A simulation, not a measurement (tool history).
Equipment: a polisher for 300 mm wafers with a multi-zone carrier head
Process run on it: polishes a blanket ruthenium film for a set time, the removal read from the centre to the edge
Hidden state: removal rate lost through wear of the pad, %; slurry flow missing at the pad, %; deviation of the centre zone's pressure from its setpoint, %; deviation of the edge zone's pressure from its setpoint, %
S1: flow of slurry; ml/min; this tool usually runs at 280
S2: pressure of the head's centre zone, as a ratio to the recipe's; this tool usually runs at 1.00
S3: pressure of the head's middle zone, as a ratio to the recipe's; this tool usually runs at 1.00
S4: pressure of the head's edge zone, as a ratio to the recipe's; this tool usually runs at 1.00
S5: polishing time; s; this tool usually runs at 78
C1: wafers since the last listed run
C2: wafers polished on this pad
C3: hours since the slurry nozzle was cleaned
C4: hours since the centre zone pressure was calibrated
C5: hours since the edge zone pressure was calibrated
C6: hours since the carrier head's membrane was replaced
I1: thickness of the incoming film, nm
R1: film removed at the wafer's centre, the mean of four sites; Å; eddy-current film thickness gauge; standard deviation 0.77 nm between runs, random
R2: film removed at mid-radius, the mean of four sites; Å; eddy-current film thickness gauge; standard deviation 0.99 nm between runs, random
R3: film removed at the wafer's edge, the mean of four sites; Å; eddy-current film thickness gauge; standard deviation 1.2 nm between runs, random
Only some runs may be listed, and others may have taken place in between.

run 1 hour=0.0 | S1=280 S2=1.00 S3=1.00 S4=1.00 S5=78 | C1=0 C2=1150 C3=616.2 C4=930.7 C5=236.6 C6=15.5 | I1=332.7 | R1=749 R2=752 R3=779
-- hour=6.7 worn pad replaced by a new one
run 2 hour=7.2 | S1=280 S2=1.00 S3=1.00 S4=1.00 S5=78 | C1=40 C2=6 C3=623.4 C4=937.9 C5=243.8 C6=22.7 | I1=333.3 | R1=796 R2=771 R3=815
run 3 hour=22.2 | S1=280 S2=1.04 S3=1.00 S4=1.00 S5=78 | C1=188 C2=194 C3=638.4 C4=952.9 C5=258.8 C6=37.7 | I1=329.8 | R1=809 R2=784 R3=797
run 4 hour=31.4 | S1=280 S2=1.04 S3=1.00 S4=1.00 S5=78 | C1=115 C2=310 C3=647.6 C4=962.1 C5=268.0 C6=46.9 | I1=329.3 | R1=807 R2=797 R3=802
run 5 hour=42.8 | S1=280 S2=1.04 S3=1.00 S4=1.00 S5=78 | C1=143 C2=453 C3=659.0 C4=973.5 C5=279.4 C6=58.3 | I1=328.8 | R1=805 R2=749 R3=796
run 6 hour=56.4 | S1=280 S2=1.00 S3=1.00 S4=1.00 S5=78 | C1=170 C2=624 C3=672.6 C4=987.1 C5=293.0 C6=71.9 | I1=327.4 | R1=756 R2=752 R3=778
-- hour=68.0 edge zone pressure recalibrated
run 7 hour=70.2 | S1=280 S2=1.00 S3=1.06 S4=1.00 S5=78 | C1=148 C2=772 C3=686.4 C4=1000.9 C5=2.2 C6=85.7 | I1=327.9 | R1=749 R2=790 R3=787
-- hour=89.5 worn pad replaced by a new one
run 8 hour=90.0 | S1=280 S2=1.10 S3=0.93 S4=1.05 S5=94 | C1=198 C2=6 C3=706.2 C4=1020.7 C5=22.0 C6=105.5 | I1=333.3 | R1=1031 R2=888 R3=1017
-- hour=94.1 slurry nozzle cleaned
run 9 hour=102.5 | S1=280 S2=1.00 S3=1.00 S4=1.00 S5=55 | C1=144 C2=150 C3=8.4 C4=1033.2 C5=34.5 C6=118.0 | I1=331.2 | R1=593 R2=584 R3=596
run 10 hour=109.7 | S1=280 S2=1.09 S3=1.11 S4=1.00 S5=55 | C1=90 C2=241 C3=15.6 C4=1040.4 C5=41.7 C6=125.2 | I1=332.3 | R1=627 R2=631 R3=590
-- hour=113.3 centre zone pressure recalibrated
run 11 hour=115.9 | S1=280 S2=1.07 S3=1.05 S4=1.00 S5=78 | C1=52 C2=293 C3=21.8 C4=2.6 C5=47.9 C6=131.4 | I1=330.9 | R1=883 R2=849 R3=816
run 12 hour=122.8 | S1=280 S2=1.00 S3=1.00 S4=1.00 S5=78 | C1=86 C2=380 C3=28.7 C4=9.5 C5=54.8 C6=138.3 | I1=333.7 | R1=812 R2=822 R3=828
run 13 hour=138.2 | S1=280 S2=1.04 S3=1.00 S4=1.00 S5=78 | C1=193 C2=573 C3=44.1 C4=24.9 C5=70.2 C6=153.7 | I1=328.5 | R1=850 R2=786 R3=829
run 14 hour=146.8 | S1=280 S2=1.00 S3=0.96 S4=0.88 S5=78 | C1=107 C2=681 C3=52.7 C4=33.5 C5=78.8 C6=162.3 | I1=334.5 | R1=811 R2=779 R3=760
run 15 hour=162.4 | S1=330 S2=1.00 S3=0.93 S4=0.90 S5=88 | C1=195 C2=877 C3=68.3 C4=49.1 C5=94.4 C6=177.9 | I1=332.1 | R1=927 R2=859 R3=902
-- hour=170.7 worn pad replaced by a new one
run 16 hour=175.1 | S1=280 S2=1.00 S3=0.90 S4=1.00 S5=78 | C1=109 C2=55 C3=81.0 C4=61.8 C5=107.1 C6=190.6 | I1=333.5 | R1=817 R2=763 R3=844
run 17 hour=187.7 | S1=280 S2=1.00 S3=1.00 S4=1.00 S5=78 | C1=158 C2=213 C3=93.6 C4=74.4 C5=119.7 C6=203.2 | I1=333.9 | R1=831 R2=821 R3=861
run 18 hour=201.1 | S1=280 S2=0.93 S3=1.00 S4=1.05 S5=78 | C1=168 C2=381 C3=107.0 C4=87.8 C5=133.1 C6=216.6 | I1=331.7 | R1=760 R2=798 R3=852
run 19 hour=210.8 | S1=280 S2=1.10 S3=1.08 S4=1.00 S5=78 | C1=121 C2=503 C3=116.7 C4=97.5 C5=142.8 C6=226.3 | I1=329.3 | R1=888 R2=887 R3=834
run 20 hour=228.6 | S1=280 S2=0.94 S3=0.93 S4=0.95 S5=60 | C1=223 C2=726 C3=134.5 C4=115.3 C5=160.6 C6=244.1 | I1=327.2 | R1=573 R2=583 R3=610
run 21 hour=238.9 | S1=190 S2=1.00 S3=1.00 S4=1.00 S5=78 | C1=129 C2=856 C3=144.8 C4=125.6 C5=170.9 C6=254.4 | I1=326.0 | R1=758 R2=758 R3=783
run 22 hour=247.5 | S1=235 S2=1.00 S3=1.00 S4=1.06 S5=78 | C1=107 C2=963 C3=153.4 C4=134.2 C5=179.5 C6=263.0 | I1=329.6 | R1=775 R2=759 R3=816

Consider 5 possible next runs. They are alternatives, not a sequence: every one starts from the tool as it was left by run 22. What does each give?
run A hour=247.9 | S1=280 S2=0.90 S3=1.00 S4=1.00 S5=78 | C1=5 C2=969 C3=153.8 C4=134.6 C5=179.9 C6=263.4 | I1=332.9 | R1=? R2=? R3=?
run B hour=247.9 | S1=280 S2=1.00 S3=1.00 S4=1.00 S5=96 | C1=5 C2=969 C3=153.8 C4=134.6 C5=179.9 C6=263.4 | I1=332.9 | R1=? R2=? R3=?
run C hour=247.9 | S1=280 S2=1.06 S3=1.00 S4=1.00 S5=78 | C1=5 C2=969 C3=153.8 C4=134.6 C5=179.9 C6=263.4 | I1=332.9 | R1=? R2=? R3=?
run D hour=247.9 | S1=380 S2=0.93 S3=1.00 S4=1.00 S5=98 | C1=5 C2=969 C3=153.8 C4=134.6 C5=179.9 C6=263.4 | I1=332.9 | R1=? R2=? R3=?
run E hour=247.9 | S1=280 S2=1.00 S3=1.00 S4=1.00 S5=93 | C1=5 C2=969 C3=153.8 C4=134.6 C5=179.9 C6=263.4 | I1=332.9 | R1=? R2=? R3=?

run=A R1=715 R2=809 R3=809
run=B R1=979 R2=996 R3=995
run=C R1=843 R2=809 R3=809
run=D R1=959 R2=1047 R3=1039
run=E R1=948 R2=965 R3=964
What these runs would have given with no unlogged condition in the tool:
run=A R1=760 R2=860 R3=856
run=B R1=1041 R2=1057 R3=1053
run=C R1=897 R2=859 R3=856
run=D R1=1017 R2=1108 R3=1097
run=E R1=1008 R2=1024 R3=1020

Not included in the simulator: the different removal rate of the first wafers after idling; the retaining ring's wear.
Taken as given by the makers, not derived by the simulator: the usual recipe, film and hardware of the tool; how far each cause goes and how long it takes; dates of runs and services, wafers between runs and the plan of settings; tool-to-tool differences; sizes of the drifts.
